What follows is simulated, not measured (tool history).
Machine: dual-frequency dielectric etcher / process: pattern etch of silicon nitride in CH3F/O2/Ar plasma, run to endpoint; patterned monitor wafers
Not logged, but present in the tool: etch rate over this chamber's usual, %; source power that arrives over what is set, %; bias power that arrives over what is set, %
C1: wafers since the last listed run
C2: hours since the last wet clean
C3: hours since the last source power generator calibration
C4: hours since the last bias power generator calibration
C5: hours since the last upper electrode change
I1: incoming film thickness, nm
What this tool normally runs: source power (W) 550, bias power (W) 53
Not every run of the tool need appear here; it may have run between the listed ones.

run 1 hour=0.0 | source_power_(W)=550 bias_power_(W)=53 | C1=0 C2=304.3 C3=2191.7 C4=1218.5 C5=2268.0 | I1=55.2 | endpoint_time_(s)=75.9
run 2 hour=68.7 | source_power_(W)=610 bias_power_(W)=56 | C1=975 C2=373.0 C3=2260.4 C4=1287.2 C5=2336.7 | I1=55.8 | endpoint_time_(s)=72.9
run 3 hour=135.7 | source_power_(W)=610 bias_power_(W)=56 | C1=950 C2=440.0 C3=2327.4 C4=1354.2 C5=2403.7 | I1=55.6 | endpoint_time_(s)=72.7
run 4 hour=200.7 | source_power_(W)=620 bias_power_(W)=53 | C1=922 C2=505.0 C3=2392.4 C4=1419.2 C5=2468.7 | I1=55.3 | endpoint_time_(s)=74.9
run 5 hour=235.7 | source_power_(W)=620 bias_power_(W)=53 | C1=496 C2=540.0 C3=2427.4 C4=1454.2 C5=2503.7 | I1=55.4 | endpoint_time_(s)=74.0
run 6 hour=294.4 | source_power_(W)=620 bias_power_(W)=53 | C1=833 C2=598.7 C3=2486.1 C4=1512.9 C5=2562.4 | I1=55.5 | endpoint_time_(s)=75.0
-- hour=321.2 wet clean of the chamber
run 7 hour=355.9 | source_power_(W)=550 bias_power_(W)=53 | C1=532 C2=34.7 C3=2547.6 C4=1574.4 C5=2623.9 | I1=55.2 | endpoint_time_(s)=72.9
run 8 hour=383.5 | source_power_(W)=500 bias_power_(W)=53 | C1=391 C2=62.3 C3=2575.2 C4=1602.0 C5=2651.5 | I1=55.5 | endpoint_time_(s)=75.3
run 9 hour=414.7 | source_power_(W)=500 bias_power_(W)=53 | C1=442 C2=93.5 C3=2606.4 C4=1633.2 C5=2682.7 | I1=55.6 | endpoint_time_(s)=75.5
run 10 hour=470.3 | source_power_(W)=550 bias_power_(W)=59 | C1=789 C2=149.1 C3=2662.0 C4=1688.8 C5=2738.3 | I1=54.7 | endpoint_time_(s)=70.2
run 11 hour=538.9 | source_power_(W)=660 bias_power_(W)=49 | C1=973 C2=217.7 C3=2730.6 C4=1757.4 C5=2806.9 | I1=55.3 | endpoint_time_(s)=72.4
run 12 hour=564.5 | source_power_(W)=490 bias_power_(W)=53 | C1=363 C2=243.3 C3=2756.2 C4=1783.0 C5=2832.5 | I1=55.2 | endpoint_time_(s)=76.5
run 13 hour=630.0 | source_power_(W)=550 bias_power_(W)=53 | C1=929 C2=308.8 C3=2821.7 C4=1848.5 C5=2898.0 | I1=55.1 | endpoint_time_(s)=74.3
run 14 hour=698.3 | source_power_(W)=640 bias_power_(W)=62 | C1=969 C2=377.1 C3=2890.0 C4=1916.8 C5=2966.3 | I1=55.7 | endpoint_time_(s)=68.7
run 15 hour=732.8 | source_power_(W)=550 bias_power_(W)=45 | C1=489 C2=411.6 C3=2924.5 C4=1951.3 C5=3000.8 | I1=55.2 | endpoint_time_(s)=78.0
run 16 hour=768.1 | source_power_(W)=550 bias_power_(W)=53 | C1=501 C2=446.9 C3=2959.8 C4=1986.6 C5=3036.1 | I1=55.2 | endpoint_time_(s)=74.7
run 17 hour=820.2 | source_power_(W)=440 bias_power_(W)=53 | C1=739 C2=499.0 C3=3011.9 C4=2038.7 C5=3088.2 | I1=55.6 | endpoint_time_(s)=79.3
run 18 hour=874.9 | source_power_(W)=550 bias_power_(W)=53 | C1=776 C2=553.7 C3=3066.6 C4=2093.4 C5=3142.9 | I1=55.4 | endpoint_time_(s)=76.5
-- hour=902.4 wet clean of the chamber
run 19 hour=969.0 | source_power_(W)=420 bias_power_(W)=49 | C1=994 C2=66.6 C3=3160.7 C4=2187.5 C5=3237.0 | I1=55.7 | endpoint_time_(s)=80.6
-- hour=975.1 bias power generator calibrated
run 20 hour=998.5 | source_power_(W)=550 bias_power_(W)=53 | C1=361 C2=96.1 C3=3190.2 C4=23.4 C5=3266.5 | I1=55.4 | endpoint_time_(s)=73.7
-- hour=1057.1 upper electrode replaced, of another model than before
run 21 hour=1061.3 | source_power_(W)=550 bias_power_(W)=53 | C1=550 C2=158.9 C3=3253.0 C4=86.2 C5=4.2 | I1=55.4 | endpoint_time_(s)=75.5
run 22 hour=1111.6 | source_power_(W)=450 bias_power_(W)=53 | C1=713 C2=209.2 C3=3303.3 C4=136.5 C5=54.5 | I1=54.9 | endpoint_time_(s)=76.4
run 23 hour=1137.7 | source_power_(W)=550 bias_power_(W)=57 | C1=370 C2=235.3 C3=3329.4 C4=162.6 C5=80.6 | I1=54.7 | endpoint_time_(s)=72.0
run 24 hour=1171.9 | source_power_(W)=480 bias_power_(W)=47 | C1=485 C2=269.5 C3=3363.6 C4=196.8 C5=114.8 | I1=54.8 | endpoint_time_(s)=78.4
run 25 hour=1233.9 | source_power_(W)=590 bias_power_(W)=53 | C1=879 C2=331.5 C3=3425.6 C4=258.8 C5=176.8 | I1=54.8 | endpoint_time_(s)=74.2
run 26 hour=1286.5 | source_power_(W)=600 bias_power_(W)=62 | C1=746 C2=384.1 C3=3478.2 C4=311.4 C5=229.4 | I1=55.6 | endpoint_time_(s)=72.7
-- hour=1307.1 source power generator calibrated
run 27 hour=1323.1 | source_power_(W)=610 bias_power_(W)=53 | C1=462 C2=420.7 C3=16.0 C4=348.0 C5=266.0 | I1=54.8 | endpoint_time_(s)=74.3
run 28 hour=1446.6 | source_power_(W)=630 bias_power_(W)=65 | C1=1752 C2=544.2 C3=139.5 C4=471.5 C5=389.5 | I1=55.1 | endpoint_time_(s)=71.1
run 29 hour=1508.2 | source_power_(W)=630 bias_power_(W)=58 | C1=874 C2=605.8 C3=201.1 C4=533.1 C5=451.1 | I1=55.9 | endpoint_time_(s)=75.3
-- hour=1543.3 wet clean of the chamber
run 30 hour=1543.7 | source_power_(W)=630 bias_power_(W)=41 | C1=163 C2=0.4 C3=236.6 C4=568.6 C5=486.6 | I1=54.9 | endpoint_time_(s)=76.2
run 31 hour=1568.6 | source_power_(W)=660 bias_power_(W)=47 | C1=353 C2=25.3 C3=261.5 C4=593.5 C5=511.5 | I1=55.5 | endpoint_time_(s)=74.5
run 32 hour=1752.9 | source_power_(W)=620 bias_power_(W)=53 | C1=2615 C2=209.6 C3=445.8 C4=777.8 C5=695.8 | I1=55.4 | endpoint_time_(s)=73.0
run 33 hour=1800.5 | source_power_(W)=550 bias_power_(W)=63 | C1=675 C2=257.2 C3=493.4 C4=825.4 C5=743.4 | I1=55.2 | endpoint_time_(s)=71.9
run 34 hour=1862.2 | source_power_(W)=680 bias_power_(W)=64 | C1=875 C2=318.9 C3=555.1 C4=887.1 C5=805.1 | I1=54.8 | endpoint_time_(s)=68.5

Table of differences, measured result less the result of that run with no hidden state. Run-to-run variation is the same in both. Gauge scatter possibly is not:
run=1 endpoint_time_(s)=+1.5
run=2 endpoint_time_(s)=+1.9
run=3 endpoint_time_(s)=+2.2
run=4 endpoint_time_(s)=+2.7
run=5 endpoint_time_(s)=+2.9
run=6 endpoint_time_(s)=+3.3
run=7 endpoint_time_(s)=-0.5
run=8 endpoint_time_(s)=-0.3
run=9 endpoint_time_(s)=-0.1
run=10 endpoint_time_(s)=+0.2
run=11 endpoint_time_(s)=+0.6
run=12 endpoint_time_(s)=+0.8
run=13 endpoint_time_(s)=+1.2
run=14 endpoint_time_(s)=+1.5
run=15 endpoint_time_(s)=+1.9
run=16 endpoint_time_(s)=+2.1
run=17 endpoint_time_(s)=+2.5
run=18 endpoint_time_(s)=+2.8
run=19 endpoint_time_(s)=+0.3
run=20 endpoint_time_(s)=+0.5
run=21 endpoint_time_(s)=+0.9
run=22 endpoint_time_(s)=+1.1
run=23 endpoint_time_(s)=+1.2
run=24 endpoint_time_(s)=+1.6
run=25 endpoint_time_(s)=+1.9
run=26 endpoint_time_(s)=+2.1
run=27 endpoint_time_(s)=+2.4
run=28 endpoint_time_(s)=+3.0
run=29 endpoint_time_(s)=+3.6
run=30 endpoint_time_(s)=+0.1
run=31 endpoint_time_(s)=+0.1
run=32 endpoint_time_(s)=+1.3
run=33 endpoint_time_(s)=+1.6
run=34 endpoint_time_(s)=+1.8
